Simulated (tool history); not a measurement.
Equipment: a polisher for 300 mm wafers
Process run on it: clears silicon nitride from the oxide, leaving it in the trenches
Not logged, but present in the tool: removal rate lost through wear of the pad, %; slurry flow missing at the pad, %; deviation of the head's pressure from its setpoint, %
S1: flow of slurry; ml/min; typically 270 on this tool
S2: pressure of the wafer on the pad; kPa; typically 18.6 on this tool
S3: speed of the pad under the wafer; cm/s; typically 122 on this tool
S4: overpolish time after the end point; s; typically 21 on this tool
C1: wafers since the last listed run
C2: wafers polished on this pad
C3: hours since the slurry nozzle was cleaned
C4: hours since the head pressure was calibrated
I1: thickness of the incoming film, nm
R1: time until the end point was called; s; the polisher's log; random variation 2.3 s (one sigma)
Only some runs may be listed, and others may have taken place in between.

| run | hour | S1 | S2 | S3 | S4 | C1 | C2 | C3 | C4 | I1 | R1 |
|---|---|---|---|---|---|---|---|---|---|---|---|
| 1 | 0.0 | 270 | 18.6 | 94 | 21 | 0 | 5156 | 29.3 | 763.3 | 110.6 | 137.9 |
|  | 74.1 | worn pad replaced by a new one |
| 2 | 88.0 | 240 | 18.6 | 122 | 26 | 652 | 107 | 117.3 | 851.3 | 108.7 | 110.0 |
|  | 111.3 | head pressure recalibrated |
| 3 | 171.0 | 270 | 18.6 | 122 | 21 | 628 | 736 | 200.3 | 59.7 | 108.3 | 116.7 |
| 4 | 231.9 | 270 | 18.6 | 122 | 21 | 472 | 1209 | 261.2 | 120.6 | 109.4 | 114.3 |
| 5 | 282.9 | 270 | 18.6 | 122 | 21 | 395 | 1605 | 312.2 | 171.6 | 110.6 | 113.9 |
| 6 | 560.6 | 270 | 18.6 | 122 | 21 | 2156 | 3761 | 589.9 | 449.3 | 110.5 | 108.4 |
|  | 728.7 | worn pad replaced by a new one |
|  | 743.4 | slurry nozzle cleaned |
| 7 | 802.4 | 270 | 18.6 | 102 | 21 | 1838 | 564 | 59.0 | 691.1 | 110.4 | 127.7 |
|  | 858.1 | head pressure recalibrated |
| 8 | 873.4 | 270 | 18.6 | 102 | 21 | 535 | 1100 | 130.0 | 15.3 | 109.6 | 139.3 |
| 9 | 960.6 | 270 | 18.6 | 102 | 21 | 677 | 1777 | 217.2 | 102.5 | 110.6 | 140.6 |
| 10 | 1005.9 | 270 | 18.6 | 122 | 14 | 351 | 2128 | 262.5 | 147.8 | 110.3 | 114.9 |
| 11 | 1083.5 | 270 | 18.6 | 122 | 14 | 602 | 2731 | 340.1 | 225.4 | 109.9 | 113.6 |
| 12 | 1163.2 | 270 | 18.6 | 122 | 27 | 618 | 3350 | 419.8 | 305.1 | 109.0 | 111.0 |
| 13 | 1266.9 | 310 | 15.9 | 122 | 21 | 805 | 4155 | 523.5 | 408.8 | 111.9 | 127.4 |
| 14 | 1336.7 | 230 | 14.5 | 138 | 30 | 541 | 4697 | 593.3 | 478.6 | 110.8 | 118.7 |
| 15 | 1400.9 | 270 | 18.6 | 82 | 21 | 498 | 5195 | 657.5 | 542.8 | 109.8 | 162.8 |
|  | 1415.8 | slurry nozzle cleaned |
|  | 1482.3 | worn pad replaced by a new one |
| 16 | 1482.8 | 240 | 18.6 | 122 | 26 | 597 | 3 | 67.0 | 624.7 | 110.7 | 112.0 |
| 17 | 1583.2 | 270 | 18.6 | 122 | 21 | 779 | 783 | 167.4 | 725.1 | 108.7 | 107.4 |
| 18 | 1625.3 | 305 | 18.6 | 122 | 21 | 326 | 1110 | 209.5 | 767.2 | 109.6 | 105.3 |
|  | 1688.3 | head pressure recalibrated |
| 19 | 1732.7 | 270 | 15.9 | 94 | 26 | 818 | 1928 | 316.9 | 44.4 | 111.5 | 173.3 |
| 20 | 1783.5 | 235 | 15.9 | 104 | 17 | 394 | 2322 | 367.7 | 95.2 | 111.0 | 151.5 |
| 21 | 1889.7 | 315 | 18.6 | 122 | 12 | 824 | 3147 | 473.9 | 201.4 | 111.4 | 113.2 |
| 22 | 1960.6 | 270 | 18.6 | 140 | 21 | 550 | 3697 | 544.8 | 272.3 | 111.4 | 101.1 |
| 23 | 2060.8 | 175 | 18.6 | 150 | 21 | 777 | 4475 | 645.0 | 372.5 | 108.9 | 91.9 |
|  | 2120.7 | slurry nozzle cleaned |
| 24 | 2163.8 | 175 | 21.4 | 90 | 10 | 791 | 5267 | 43.1 | 475.5 | 112.1 | 139.9 |
| 25 | 2243.2 | 270 | 18.6 | 122 | 21 | 616 | 5884 | 122.5 | 554.9 | 111.7 | 108.9 |
|  | 2278.6 | worn pad replaced by a new one |
| 26 | 2329.9 | 365 | 12.4 | 122 | 21 | 642 | 398 | 209.2 | 641.6 | 110.5 | 137.1 |
| 27 | 2394.9 | 270 | 18.6 | 122 | 21 | 504 | 903 | 274.2 | 706.6 | 108.5 | 105.1 |
| 28 | 2486.3 | 315 | 24.8 | 122 | 21 | 709 | 1612 | 365.6 | 798.0 | 110.0 | 84.8 |
|  | 2539.8 | head pressure recalibrated |
| 29 | 2550.1 | 270 | 18.6 | 122 | 21 | 479 | 2092 | 429.4 | 10.3 | 107.8 | 110.7 |
| 30 | 2641.3 | 360 | 18.6 | 122 | 21 | 708 | 2800 | 520.6 | 101.5 | 110.0 | 111.8 |
| 31 | 2696.9 | 210 | 21.4 | 122 | 21 | 431 | 3232 | 576.2 | 157.1 | 111.7 | 106.3 |
| 32 | 2791.5 | 350 | 24.1 | 160 | 12 | 734 | 3966 | 670.8 | 251.7 | 109.7 | 69.5 |
|  | 2827.2 | slurry nozzle cleaned |
| 33 | 2865.4 | 215 | 18.6 | 122 | 21 | 566 | 4532 | 38.2 | 325.6 | 111.1 | 112.5 |
| 34 | 2953.8 | 350 | 21.4 | 94 | 21 | 686 | 5219 | 126.6 | 414.0 | 111.6 | 130.5 |
| 35 | 2993.2 | 270 | 22.1 | 150 | 30 | 305 | 5525 | 166.0 | 453.4 | 110.6 | 79.9 |

Measured result minus the same run's result without the hidden state. Both carry the same run-to-run variation, though not necessarily the same gauge scatter:
| run | R1 |
|---|---|
| 1 | -10.0 |
| 2 | -9.0 |
| 3 | +0.3 |
| 4 | -0.5 |
| 5 | -1.1 |
| 6 | -4.4 |
| 7 | -8.6 |
| 8 | -0.1 |
| 9 | -1.4 |
| 10 | -1.7 |
| 11 | -2.7 |
| 12 | -3.5 |
| 13 | -5.6 |
| 14 | -6.1 |
| 15 | -9.5 |
| 16 | -7.5 |
| 17 | -8.4 |
| 18 | -8.8 |
| 19 | -1.8 |
| 20 | -2.4 |
| 21 | -3.1 |
| 22 | -3.6 |
| 23 | -4.3 |
| 24 | -8.1 |
| 25 | -7.2 |
| 26 | -10.4 |
| 27 | -8.7 |
| 28 | -7.9 |
| 29 | -0.7 |
| 30 | -1.8 |
| 31 | -2.3 |
| 32 | -2.2 |
| 33 | -4.6 |
| 34 | -6.6 |
| 35 | -4.4 |

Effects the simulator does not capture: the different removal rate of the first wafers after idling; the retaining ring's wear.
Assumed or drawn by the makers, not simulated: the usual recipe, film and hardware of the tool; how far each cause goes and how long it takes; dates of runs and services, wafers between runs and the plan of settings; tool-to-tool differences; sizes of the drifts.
